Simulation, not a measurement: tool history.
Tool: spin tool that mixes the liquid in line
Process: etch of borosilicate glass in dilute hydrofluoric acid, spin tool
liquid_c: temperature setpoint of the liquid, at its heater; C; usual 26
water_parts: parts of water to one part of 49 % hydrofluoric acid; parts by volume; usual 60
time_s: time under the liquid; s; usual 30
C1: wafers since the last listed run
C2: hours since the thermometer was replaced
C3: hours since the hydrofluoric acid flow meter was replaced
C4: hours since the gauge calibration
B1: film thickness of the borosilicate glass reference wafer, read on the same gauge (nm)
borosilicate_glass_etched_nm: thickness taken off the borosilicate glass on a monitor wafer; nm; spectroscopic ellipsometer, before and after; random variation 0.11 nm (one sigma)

run 1 hour=0 | liquid_c=28 water_parts=60 time_s=30 | C1=0 C2=2214.5 C3=1098.3 C4=1342.1 | B1=119.99 | borosilicate_glass_etched_nm=19.52
run 2 hour=66.5 | liquid_c=28 water_parts=60 time_s=30 | C1=1001 C2=2281 C3=1164.8 C4=1408.6 | B1=120.01 | borosilicate_glass_etched_nm=19.46
run 3 hour=117.9 | liquid_c=26 water_parts=60 time_s=30 | C1=773 C2=2332.4 C3=1216.2 C4=1460 | B1=120.02 | borosilicate_glass_etched_nm=18.13
run 4 hour=178.3 | liquid_c=26 water_parts=60 time_s=35 | C1=909 C2=2392.8 C3=1276.6 C4=1520.4 | B1=120 | borosilicate_glass_etched_nm=20.84
run 5 hour=235.6 | liquid_c=23.5 water_parts=60 time_s=30 | C1=862 C2=2450.1 C3=1333.9 C4=1577.7 | B1=120.02 | borosilicate_glass_etched_nm=16.45
run 6 hour=270.8 | liquid_c=23.5 water_parts=60 time_s=30 | C1=529 C2=2485.3 C3=1369.1 C4=1612.9 | B1=120 | borosilicate_glass_etched_nm=16.23
run 7 hour=310.3 | liquid_c=26 water_parts=60 time_s=30 | C1=594 C2=2524.8 C3=1408.6 C4=1652.4 | B1=120 | borosilicate_glass_etched_nm=18.1
run 8 hour=352.1 | liquid_c=26 water_parts=60 time_s=30 | C1=629 C2=2566.6 C3=1450.4 C4=1694.2 | B1=120.01 | borosilicate_glass_etched_nm=18.06
run 9 hour=399.6 | liquid_c=26 water_parts=60 time_s=30 | C1=715 C2=2614.1 C3=1497.9 C4=1741.7 | B1=119.98 | borosilicate_glass_etched_nm=18.13
run 10 hour=553.2 | liquid_c=26 water_parts=60 time_s=30 | C1=2312 C2=2767.7 C3=1651.5 C4=1895.3 | B1=120 | borosilicate_glass_etched_nm=17.97
run 11 hour=578.1 | liquid_c=26 water_parts=60 time_s=30 | C1=374 C2=2792.6 C3=1676.4 C4=1920.2 | B1=120 | borosilicate_glass_etched_nm=18.45
run 12 hour=619 | liquid_c=27 water_parts=60 time_s=30 | C1=615 C2=2833.5 C3=1717.3 C4=1961.1 | B1=119.99 | borosilicate_glass_etched_nm=18.94
-- hour=635.6 gauge calibrated
run 13 hour=665.4 | liquid_c=27 water_parts=60 time_s=30 | C1=698 C2=2879.9 C3=1763.7 C4=29.8 | B1=120 | borosilicate_glass_etched_nm=18.79
run 14 hour=693.1 | liquid_c=27 water_parts=60 time_s=30 | C1=417 C2=2907.6 C3=1791.4 C4=57.5 | B1=120 | borosilicate_glass_etched_nm=18.77
-- hour=737.3 thermometer replaced
run 15 hour=738.2 | liquid_c=26 water_parts=60 time_s=30 | C1=663 C2=0.9 C3=1836.5 C4=102.6 | B1=120 | borosilicate_glass_etched_nm=16.44
run 16 hour=799.4 | liquid_c=28.5 water_parts=75 time_s=15 | C1=921 C2=62.1 C3=1897.7 C4=163.8 | B1=120 | borosilicate_glass_etched_nm=7.06
run 17 hour=858.9 | liquid_c=26 water_parts=40 time_s=25 | C1=895 C2=121.6 C3=1957.2 C4=223.3 | B1=120.01 | borosilicate_glass_etched_nm=21.16
run 18 hour=895.1 | liquid_c=26 water_parts=60 time_s=40 | C1=545 C2=157.8 C3=1993.4 C4=259.5 | B1=120.01 | borosilicate_glass_etched_nm=21.85
run 19 hour=924.1 | liquid_c=26 water_parts=60 time_s=45 | C1=436 C2=186.8 C3=2022.4 C4=288.5 | B1=119.97 | borosilicate_glass_etched_nm=24.55
-- hour=972.4 hydrofluoric acid flow meter replaced
run 20 hour=986.5 | liquid_c=23.5 water_parts=70 time_s=45 | C1=924 C2=249.2 C3=14.1 C4=350.9 | B1=120 | borosilicate_glass_etched_nm=19.73
run 21 hour=1020.3 | liquid_c=26 water_parts=60 time_s=30 | C1=508 C2=283 C3=47.9 C4=384.7 | B1=120.01 | borosilicate_glass_etched_nm=17
run 22 hour=1064.9 | liquid_c=26 water_parts=60 time_s=30 | C1=671 C2=327.6 C3=92.5 C4=429.3 | B1=120.03 | borosilicate_glass_etched_nm=17.16
run 23 hour=1124.9 | liquid_c=28 water_parts=70 time_s=20 | C1=903 C2=387.6 C3=152.5 C4=489.3 | B1=119.99 | borosilicate_glass_etched_nm=10.36
run 24 hour=1195.4 | liquid_c=26 water_parts=60 time_s=30 | C1=1061 C2=458.1 C3=223 C4=559.8 | B1=120 | borosilicate_glass_etched_nm=17.37
run 25 hour=1348.6 | liquid_c=22 water_parts=60 time_s=30 | C1=2306 C2=611.3 C3=376.2 C4=713 | B1=120 | borosilicate_glass_etched_nm=14.55
run 26 hour=1418.1 | liquid_c=28 water_parts=60 time_s=30 | C1=1046 C2=680.8 C3=445.7 C4=782.5 | B1=120.01 | borosilicate_glass_etched_nm=18.75
run 27 hour=1459.3 | liquid_c=28 water_parts=60 time_s=30 | C1=620 C2=722 C3=486.9 C4=823.7 | B1=119.98 | borosilicate_glass_etched_nm=18.7
run 28 hour=1483.6 | liquid_c=22 water_parts=60 time_s=50 | C1=365 C2=746.3 C3=511.2 C4=848 | B1=120 | borosilicate_glass_etched_nm=24.46
run 29 hour=1518.1 | liquid_c=24.5 water_parts=60 time_s=25 | C1=519 C2=780.8 C3=545.7 C4=882.5 | B1=120 | borosilicate_glass_etched_nm=13.49
run 30 hour=1562.5 | liquid_c=26 water_parts=60 time_s=20 | C1=668 C2=825.2 C3=590.1 C4=926.9 | B1=119.99 | borosilicate_glass_etched_nm=11.45
run 31 hour=1587.4 | liquid_c=26 water_parts=85 time_s=40 | C1=374 C2=850.1 C3=615 C4=951.8 | B1=120.01 | borosilicate_glass_etched_nm=15.68

4 ways to go on from here, each from the tool as it stands after run 31. What would each give?
run A hour=1587.8 | liquid_c=26 water_parts=35 time_s=30 | C1=6 C2=850.5 C3=615.4 C4=952.2 | B1=? | borosilicate_glass_etched_nm=?
run B hour=1587.8 | liquid_c=26 water_parts=50 time_s=20 | C1=6 C2=850.5 C3=615.4 C4=952.2 | B1=? | borosilicate_glass_etched_nm=?
run C hour=1587.8 | liquid_c=26 water_parts=60 time_s=25 | C1=6 C2=850.5 C3=615.4 C4=952.2 | B1=? | borosilicate_glass_etched_nm=?
run D hour=1587.8 | liquid_c=28 water_parts=75 time_s=30 | C1=6 C2=850.5 C3=615.4 C4=952.2 | B1=? | borosilicate_glass_etched_nm=?

run=A B1=120 borosilicate_glass_etched_nm=30.69
run=B B1=120 borosilicate_glass_etched_nm=14.02
run=C B1=120 borosilicate_glass_etched_nm=14.39
run=D B1=120 borosilicate_glass_etched_nm=14.63
Without the tool's hidden state the same runs would have given:
run=A borosilicate_glass_etched_nm=30.06
run=B borosilicate_glass_etched_nm=13.74
run=C borosilicate_glass_etched_nm=14.11
run=D borosilicate_glass_etched_nm=14.36
